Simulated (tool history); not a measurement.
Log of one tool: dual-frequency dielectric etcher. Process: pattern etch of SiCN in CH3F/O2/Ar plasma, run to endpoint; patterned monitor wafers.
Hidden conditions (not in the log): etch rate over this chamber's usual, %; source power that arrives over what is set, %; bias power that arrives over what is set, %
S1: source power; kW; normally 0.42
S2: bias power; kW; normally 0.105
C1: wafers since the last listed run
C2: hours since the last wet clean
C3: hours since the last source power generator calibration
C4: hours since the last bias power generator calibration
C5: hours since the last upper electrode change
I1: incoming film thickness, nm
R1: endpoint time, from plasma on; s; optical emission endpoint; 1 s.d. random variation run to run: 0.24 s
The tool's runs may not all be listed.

run	hour	S1	S2	C1	C2	C3	C4	C5	I1	R1
1	0	0.42	0.105	0	408.6	3768.4	4426.3	2080.7	12.65	33.4
2	9.2	0.45	0.111	143	417.8	3777.6	4435.5	2089.9	12.87	32.8
3	20.3	0.42	0.105	173	428.9	3788.7	4446.6	2101	12.65	33.6
4	33.2	0.42	0.105	201	441.8	3801.6	4459.5	2113.9	12.78	34.5
5	39.2	0.42	0.105	93	447.8	3807.6	4465.5	2119.9	12.58	32.9
6	53.2	0.42	0.105	218	461.8	3821.6	4479.5	2133.9	12.55	33.2
7	66.8	0.42	0.105	212	475.4	3835.2	4493.1	2147.5	12.76	34.1
8	88.5	0.42	0.105	338	497.1	3856.9	4514.8	2169.2	12.77	34
9	98.4	0.42	0.116	154	507	3866.8	4524.7	2179.1	12.72	32.6
10	105.4	0.42	0.116	109	514	3873.8	4531.7	2186.1	12.65	32.5
11	115.4	0.42	0.105	155	524	3883.8	4541.7	2196.1	12.68	34.5
12	124.1	0.42	0.105	135	532.7	3892.5	4550.4	2204.8	12.67	33.8
13	138.8	0.42	0.105	229	547.4	3907.2	4565.1	2219.5	12.68	33.7
# hour 169: wet clean of the chamber
# hour 169: source power generator calibrated
14	169.5	0.35	0.113	415	0.5	0.5	4595.8	2250.2	12.66	33.3
15	169.9	0.5	0.098	6	0.9	0.9	4596.2	2250.6	12.73	32.1
16	175	0.5	0.13	79	6	6	4601.3	2255.7	12.66	28.8
17	196.5	0.33	0.123	335	27.5	27.5	4622.8	2277.2	12.73	33
18	208.8	0.42	0.105	191	39.8	39.8	4635.1	2289.5	12.64	32.5
19	218.5	0.42	0.105	151	49.5	49.5	4644.8	2299.2	12.74	32.5
20	234.4	0.42	0.12	248	65.4	65.4	4660.7	2315.1	12.74	30.9
21	251.6	0.36	0.105	268	82.6	82.6	4677.9	2332.3	12.79	34.3
22	258.2	0.47	0.087	102	89.2	89.2	4684.5	2338.9	12.69	34.4
23	272.8	0.49	0.105	227	103.8	103.8	4699.1	2353.5	12.67	31.1
# hour 302.3: upper electrode replaced
# hour 304.9: bias power generator calibrated
24	305.4	0.33	0.125	94	136.4	136.4	0.5	3.1	12.6	32.5
25	305.7	0.32	0.118	4	136.7	136.7	0.8	3.4	12.71	33.5
26	317.7	0.42	0.12	187	148.7	148.7	12.8	15.4	12.57	30.9
27	333.7	0.45	0.118	249	164.7	164.7	28.8	31.4	12.68	30.3
28	347.9	0.33	0.12	221	178.9	178.9	43	45.6	12.75	33.6
29	357.2	0.42	0.105	145	188.2	188.2	52.3	54.9	12.52	32.4
30	373.3	0.42	0.105	251	204.3	204.3	68.4	71	12.64	33.1
31	386.3	0.42	0.105	202	217.3	217.3	81.4	84	12.78	33.2
32	397.4	0.35	0.095	173	228.4	228.4	92.5	95.1	12.82	36
33	408.2	0.42	0.105	168	239.2	239.2	103.3	105.9	12.74	33.3
34	425.5	0.42	0.098	269	256.5	256.5	120.6	123.2	12.7	34

Predict each of these 5 candidate next runs independently; none follows another, all start after run 34:
A	425.9	0.42	0.091	6	256.9	256.9	121	123.6	12.76	?
B	425.9	0.5	0.105	6	256.9	256.9	121	123.6	12.76	?
C	425.9	0.42	0.129	6	256.9	256.9	121	123.6	12.76	?
D	425.9	0.39	0.093	6	256.9	256.9	121	123.6	12.76	?
E	425.9	0.47	0.098	6	256.9	256.9	121	123.6	12.76	?

run	R1
A	35.1
B	31.7
C	30.7
D	35.5
E	33.1
With the hidden condition removed and each run's random variation left untouched, the same runs would have given:
run	R1
A	34.6
B	31.2
C	30.2
D	35
E	32.6
